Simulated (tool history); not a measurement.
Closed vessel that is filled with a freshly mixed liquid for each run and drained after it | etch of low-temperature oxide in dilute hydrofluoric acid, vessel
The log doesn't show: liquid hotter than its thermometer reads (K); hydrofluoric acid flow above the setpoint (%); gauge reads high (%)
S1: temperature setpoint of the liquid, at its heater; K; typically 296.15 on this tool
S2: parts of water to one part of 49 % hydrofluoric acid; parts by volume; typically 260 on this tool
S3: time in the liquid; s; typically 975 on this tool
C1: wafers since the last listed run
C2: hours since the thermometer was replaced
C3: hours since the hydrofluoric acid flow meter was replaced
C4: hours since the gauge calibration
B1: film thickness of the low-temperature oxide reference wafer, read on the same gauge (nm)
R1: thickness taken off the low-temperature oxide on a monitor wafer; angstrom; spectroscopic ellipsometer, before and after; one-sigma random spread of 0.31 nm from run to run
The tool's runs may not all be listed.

run	hour	S1	S2	S3	C1	C2	C3	C4	B1	R1
1	0	296.15	225	975	0	1305.9	1942.8	358.4	150	572.6
2	23.5	296.15	225	975	1523	1329.4	1966.3	381.9	150.01	569
3	62.6	296.15	225	975	2534	1368.5	2005.4	421	149.99	577.3
4	94.7	296.15	170	975	2080	1400.6	2037.5	453.1	149.99	795.2
5	119.9	296.15	260	975	1633	1425.8	2062.7	478.3	150.02	485.7
6	136	296.15	260	975	1043	1441.9	2078.8	494.4	150.02	482
7	162.6	292.65	260	620	1724	1468.5	2105.4	521	149.98	276.1
8	187.4	292.65	260	620	1607	1493.3	2130.2	545.8	150	276.7
9	214.7	292.65	260	620	1769	1520.6	2157.5	573.1	150.02	274.8
10	266.3	296.15	260	1230	3344	1572.2	2209.1	624.7	149.98	613
# hour 290: gauge calibrated
11	298.2	296.15	260	1230	2067	1604.1	2241	8.2	149.99	614.2
12	310.4	296.15	175	975	790	1616.3	2253.2	20.4	150	789.1
13	339	296.15	175	975	1853	1644.9	2281.8	49	149.98	800.5
14	362.1	299.15	260	975	1497	1668	2304.9	72.1	150	549.8
15	379.5	296.15	260	975	1127	1685.4	2322.3	89.5	150.01	500.9
16	413.1	293.65	320	975	2177	1719	2355.9	123.1	150.01	346.8
17	427.5	293.65	260	700	933	1733.4	2370.3	137.5	150.02	320.9
18	461	296.15	260	695	2171	1766.9	2403.8	171	149.99	354.2
# hour 469.4: hydrofluoric acid flow meter replaced
19	475.9	294.15	320	1375	900	1781.8	6.5	185.9	150.02	430
# hour 496.2: thermometer replaced
20	548.2	299.15	260	1330	4621	52	78.8	258.2	150	648.7
21	578.8	296.15	260	975	1983	82.6	109.4	288.8	150	428.5
22	605.8	296.15	260	975	1749	109.6	136.4	315.8	150.01	429.7
23	637.5	296.15	175	975	2054	141.3	168.1	347.5	150	683.3
24	650.4	296.15	260	975	836	154.2	181	360.4	150.02	423.6
25	686	296.15	165	1185	2307	189.8	216.6	396	150.01	901.7
26	713.6	296.15	185	975	1788	217.4	244.2	423.6	149.99	651.3
27	738.9	293.65	355	1350	1639	242.7	269.5	448.9	150.02	364.9

What if the next run were any one of these 5? Each begins from the tool's condition after run 27:
A	739.8	296.15	210	975	58	243.6	270.4	449.8	?	?
B	739.8	296.15	170	485	58	243.6	270.4	449.8	?	?
C	739.8	298.65	260	975	58	243.6	270.4	449.8	?	?
D	739.8	292.65	345	685	58	243.6	270.4	449.8	?	?
E	739.8	293.15	260	975	58	243.6	270.4	449.8	?	?

run	B1	R1
A	150	556.1
B	150	356.3
C	150	467.2
D	150	184.7
E	150	382.7
Take away the tool's hidden state, keep each run's random variation, and the runs would have read:
run	R1
A	541
B	346.9
C	453.9
D	179.4
E	372.1

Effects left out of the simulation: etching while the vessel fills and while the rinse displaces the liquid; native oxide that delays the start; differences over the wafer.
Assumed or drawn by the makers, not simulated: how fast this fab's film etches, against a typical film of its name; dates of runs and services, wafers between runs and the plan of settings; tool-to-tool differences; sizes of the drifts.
